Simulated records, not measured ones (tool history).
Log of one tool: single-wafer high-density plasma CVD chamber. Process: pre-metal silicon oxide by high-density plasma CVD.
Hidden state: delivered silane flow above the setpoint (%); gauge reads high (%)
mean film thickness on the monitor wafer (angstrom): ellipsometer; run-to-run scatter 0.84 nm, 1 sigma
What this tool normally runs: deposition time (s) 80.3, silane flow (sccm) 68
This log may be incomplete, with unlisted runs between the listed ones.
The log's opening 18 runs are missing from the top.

run,day,deposition time (s),silane flow (sccm),wafers since the last listed run,hours since the silane flow controller was replaced,hours since the gauge calibration,"read-back reference wafer on the same gauge, thickness_nm",mean film thickness on the monitor wafer (angstrom)
19,9.404,89.8,79,121,3681.9,227.6,651.56,6845.22
20,9.679,95.5,77,89,3688.5,234.2,651.819,7097.33
21,10.392,80.3,68,231,3705.6,251.3,652.254,5279.5
# day 11.267: silane flow controller replaced
22,11.288,80.3,76,182,0.5,272.8,651.754,6262.85
23,11.4,85.2,80,36,3.2,275.5,651.834,6984.42
24,11.725,74.8,68,105,11,283.3,652.4,5232.64
# day 11.971: gauge calibrated
25,12.292,80.3,68,184,24.6,7.7,651.69,5626.07
26,12.867,91.7,68,186,38.4,21.5,652.076,6400.81
27,14.4,80.3,68,498,75.2,58.3,651.773,5605.22
28,15.138,80.3,80,239,92.9,76,652.318,6556.13
29,15.846,66.6,62,230,109.9,93,651.936,4244.23
30,16.529,80.3,64,222,126.3,109.4,651.658,5265.95
31,16.829,64.9,63,97,133.5,116.6,651.959,4198.19

Predict each of these 4 candidate next runs independently; none follows another, all start after run 31:
A,16.846,80.3,77,5,133.9,117,?,?
B,16.846,80.3,57,5,133.9,117,?,?
C,16.846,72.4,75,5,133.9,117,?,?
D,16.846,80.3,55,5,133.9,117,?,?

run,"read-back reference wafer on the same gauge, thickness_nm",mean film thickness on the monitor wafer (angstrom)
A,651.834,6312.13
B,651.834,4706.99
C,651.834,5546.41
D,651.834,4546.48
Without the tool's unlogged condition, the same runs would have read:
run,mean film thickness on the monitor wafer (angstrom)
A,6342.56
B,4729.68
C,5573.15
D,4568.4
